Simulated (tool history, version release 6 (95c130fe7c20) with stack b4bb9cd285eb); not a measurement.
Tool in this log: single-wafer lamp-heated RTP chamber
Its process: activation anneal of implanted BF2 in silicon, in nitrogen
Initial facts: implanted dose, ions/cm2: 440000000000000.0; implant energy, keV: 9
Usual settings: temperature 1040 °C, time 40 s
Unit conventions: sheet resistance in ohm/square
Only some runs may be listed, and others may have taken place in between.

run   hour  temperature  time  read-back reference wafer on the same gauge, sheet resistance  sheet resistance
  1    0.0         1040    40                                                         345.13            290.50
      15.2  -- pyrometer window cleaned and pyrometer calibrated
  2   27.9         1040    40                                                         344.94            291.48
      32.4  -- gauge calibrated
  3   46.5         1040    40                                                         345.28            292.81
  4   71.9         1040    40                                                         344.88            289.53
  5  106.7         1040    40                                                         345.23            288.46
  6  138.4         1040    40                                                         345.48            291.78
  7  154.1         1040    40                                                         344.93            289.42
     178.9  -- pyrometer window cleaned and pyrometer calibrated
  8  179.4         1040    40                                                         344.89            289.16
  9  194.7         1040    40                                                         344.13            289.99
     213.9  -- reflector plate cleaned
 10  218.2         1040    40                                                         344.72            297.23
 11  244.7         1040    40                                                         344.91            296.75
 12  271.5         1017    55                                                         345.10            311.62
     285.1  -- gauge calibrated
 13  293.9         1040    40                                                         345.20            294.11
     312.6  -- pyrometer window cleaned and pyrometer calibrated
 14  329.4         1017    55                                                         345.61            311.83
 15  345.6         1014    60                                                         345.04            310.37
 16  360.3         1040    59                                                         344.80            285.29
 17  389.0         1040    16                                                         345.50            325.86
 18  407.2         1040    28                                                         344.79            307.77
 19  423.0         1064    32                                                         345.29            280.88
     444.7  -- pyrometer window cleaned and pyrometer calibrated
 20  455.5         1040    19                                                         345.14            318.61

Below are 5 alternative next runs, each starting from the tool's condition after run 20. Predict each:
  A  455.9         1040    32                                                              ?                 ?
  B  455.9         1030    51                                                              ?                 ?
  C  455.9         1017    30                                                              ?                 ?
  D  455.9         1017    40                                                              ?                 ?
  E  455.9         1063    47                                                              ?                 ?

run  read-back reference wafer on the same gauge, sheet resistance  sheet resistance
  A                                                         344.98            300.44
  B                                                         344.98            297.80
  C                                                         344.98            331.35
  D                                                         344.98            322.57
  E                                                         344.98            276.96
Take away the tool's hidden state, keep each run's random variation, and the runs would have read:
run  sheet resistance
  A            303.45
  B            300.83
  C            333.96
  D            325.38
  E            277.37
